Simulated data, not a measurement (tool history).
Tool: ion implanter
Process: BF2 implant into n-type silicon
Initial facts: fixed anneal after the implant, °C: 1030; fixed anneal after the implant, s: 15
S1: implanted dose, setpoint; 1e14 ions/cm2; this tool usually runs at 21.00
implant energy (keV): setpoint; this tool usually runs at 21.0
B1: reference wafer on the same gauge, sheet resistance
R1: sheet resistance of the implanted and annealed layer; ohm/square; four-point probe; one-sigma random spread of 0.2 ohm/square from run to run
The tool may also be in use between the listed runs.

Run 1, day 0.000: usual settings; B1 120.02. Result: R1 134.23 ohm/square.
Run 2, day 0.550: usual settings; B1 119.96. Result: R1 134.66 ohm/square.
Run 3, day 0.908: usual settings; B1 120.02. Result: R1 134.28 ohm/square.
Run 4, day 1.417: usual settings; B1 119.99. Result: R1 135.01 ohm/square.
Run 5, day 1.854: usual settings; B1 120.04. Result: R1 134.75 ohm/square.
Run 6, day 2.150: usual settings; B1 119.96. Result: R1 134.48 ohm/square.
Run 7, day 2.550: usual settings but S1 22.51 1e14 ions/cm2, implant energy (keV) 18.0; B1 119.96. Result: R1 142.11 ohm/square.
Run 8, day 2.908: usual settings but S1 22.51 1e14 ions/cm2, implant energy (keV) 18.0; B1 119.95. Result: R1 142.32 ohm/square.
Run 9, day 3.654: usual settings but S1 23.76 1e14 ions/cm2, implant energy (keV) 15.0; B1 119.97. Result: R1 151.59 ohm/square.
At day 3.975: gauge calibrated.
Run 10, day 4.333: usual settings but S1 19.17 1e14 ions/cm2, implant energy (keV) 27.5; B1 120.04. Result: R1 121.08 ohm/square.
At day 4.908: extraction supply calibrated.
Run 11, day 4.992: usual settings but S1 23.84 1e14 ions/cm2, implant energy (keV) 17.5; B1 120.05. Result: R1 143.18 ohm/square.
At day 5.725: Faraday cup replaced and dose calibrated.
Run 12, day 5.746: usual settings but S1 15.35 1e14 ions/cm2, implant energy (keV) 17.0; B1 119.97. Result: R1 151.70 ohm/square.
Run 13, day 6.092: usual settings but S1 15.50 1e14 ions/cm2, implant energy (keV) 23.0; B1 120.03. Result: R1 134.91 ohm/square.
Run 14, day 6.479: usual settings but S1 24.87 1e14 ions/cm2, implant energy (keV) 18.0; B1 120.03. Result: R1 141.60 ohm/square.
Run 15, day 7.038: usual settings; B1 119.99. Result: R1 134.68 ohm/square.
Run 16, day 7.321: usual settings; B1 120.01. Result: R1 134.84 ohm/square.
Run 17, day 7.612: usual settings but S1 19.38 1e14 ions/cm2, implant energy (keV) 24.0; B1 120.02. Result: R1 128.44 ohm/square.
Run 18, day 7.871: usual settings but S1 14.87 1e14 ions/cm2, implant energy (keV) 25.5; B1 120.04. Result: R1 130.19 ohm/square.

5 ways to go on from here, each from the tool as it stands after run 18. What would each give?
Run A, day 7.888: usual settings; B1 ?. Result: R1 ?.
Run B, day 7.888: usual settings but S1 19.34 1e14 ions/cm2, implant energy (keV) 23.5; B1 ?. Result: R1 ?.
Run C, day 7.888: usual settings but S1 26.86 1e14 ions/cm2, implant energy (keV) 24.5; B1 ?. Result: R1 ?.
Run D, day 7.888: usual settings but S1 15.37 1e14 ions/cm2, implant energy (keV) 15.5; B1 ?. Result: R1 ?.
Run E, day 7.888: usual settings but S1 25.62 1e14 ions/cm2, implant energy (keV) 15.5; B1 ?. Result: R1 ?.

run      B1      R1
  A  120.01  134.84
  B  120.01  129.64
  C  120.01  124.39
  D  120.01  157.22
  E  120.01  149.47
With the hidden condition removed and each run's random variation left untouched, the same runs would have given:
run      R1
  A  134.84
  B  129.64
  C  124.39
  D  157.22
  E  149.47
